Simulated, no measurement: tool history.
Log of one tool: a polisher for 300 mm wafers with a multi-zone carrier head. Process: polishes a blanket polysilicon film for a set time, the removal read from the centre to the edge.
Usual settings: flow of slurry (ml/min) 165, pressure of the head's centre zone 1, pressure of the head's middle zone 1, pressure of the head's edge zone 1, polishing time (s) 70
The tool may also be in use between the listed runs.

run	hour	flow of slurry (ml/min)	pressure of the head's centre zone	pressure of the head's middle zone	pressure of the head's edge zone	polishing time (s)	wafers since the last listed run	wafers polished on this pad	hours since the slurry nozzle was cleaned	hours since the centre zone pressure was calibrated	hours since the edge zone pressure was calibrated	hours since the carrier head's membrane was replaced	incoming thickness of the incoming film, nm	film removed at the wafer's centre (angstrom)	film removed at mid-radius (angstrom)	film removed at the wafer's edge (angstrom)
1	0	165	1	1	1	70	0	273	513.6	141.2	1211.6	417.8	2169	8357	8399	8620
2	70.9	165	1	1.07	1	70	579	852	584.5	212.1	1282.5	488.7	2179.3	8255	8518	8449
# hour 96.6: slurry nozzle cleaned
3	146.1	165	1	1.07	1	70	606	1458	49.5	287.3	1357.7	563.9	2165.3	8551	8739	8521
# hour 198.7: worn pad replaced by a new one
4	240	165	1	0.92	1	70	734	337	143.4	381.2	1451.6	657.8	2169.3	8735	8386	8899
# hour 322.8: edge zone pressure recalibrated
5	323.3	165	1	0.92	1	70	664	1002	226.7	464.5	0.5	741.1	2174.4	8302	8050	8525
# hour 332.3: centre zone pressure recalibrated
6	368.3	150	1	1	1	70	351	1353	271.7	36	45.5	786.1	2196.2	7874	7928	8218
# hour 394.4: worn pad replaced by a new one
7	453.3	165	1	1	1	70	661	481	356.7	121	130.5	871.1	2154.6	8408	8363	8581
8	519.9	165	1	1	1	70	544	1025	423.3	187.6	197.1	937.7	2203.6	8087	8348	8540
# hour 613.3: worn pad replaced by a new one
9	613.8	195	1	1	1.06	82	734	3	517.2	281.5	291	1031.6	2158.4	10190	10164	10576
10	653	145	1	0.96	1	70	320	324	556.4	320.7	330.2	1070.8	2166.2	8106	7941	8442
11	747.7	165	1	1	1	70	773	1098	651.1	415.4	424.9	1165.5	2153.3	8060	8058	8334
# hour 784.1: slurry nozzle cleaned
# hour 837.4: centre zone pressure recalibrated
12	840.2	145	1.07	1	0.94	70	731	1829	56.1	2.8	517.4	1258	2171.1	8730	8143	7969
# hour 853.8: carrier head's membrane replaced by a new one
# hour 857.3: worn pad replaced by a new one
13	905.6	150	1	1	1	70	465	395	121.5	68.2	582.8	51.8	2200.2	8661	8565	8867
14	958.3	165	1	0.96	1	70	430	825	174.2	120.9	635.5	104.5	2119.6	8745	8324	8736
15	1029.6	165	1	1	0.91	70	582	1408	245.5	192.2	706.8	175.8	2148.4	8259	8166	8019
# hour 1063.2: worn pad replaced by a new one
16	1074.6	165	1	0.92	1	70	335	93	290.5	237.2	751.8	220.8	2165.2	8632	8209	8687

Hidden state or all else? Some run-to-run changes of film removed at the wafer's centre (angstrom), split into what the settings, what came in and random variation would give without the hidden state, and what is left for the hidden state (with any gauge scatter that isn't in both results):
The hidden state here: removal rate lost through wear of the pad, %; slurry flow missing at the pad, %; deviation of the centre zone's pressure from its setpoint, %; deviation of the edge zone's pressure from its setpoint, %.
Run 8 -> 9: flow of slurry (ml/min) 165 -> 195, pressure of the head's edge zone 1 -> 1.06, polishing time (s) 70 -> 82, worn pad replaced by a new one. film removed at the wafer's centre (angstrom) +2103: hidden state +65, all else +2038.
Run 12 -> 13: flow of slurry (ml/min) 145 -> 150, pressure of the head's centre zone 1.07 -> 1, pressure of the head's edge zone 0.94 -> 1, carrier head's membrane replaced by a new one, worn pad replaced by a new one. film removed at the wafer's centre (angstrom) -69: hidden state +568, all else -637.
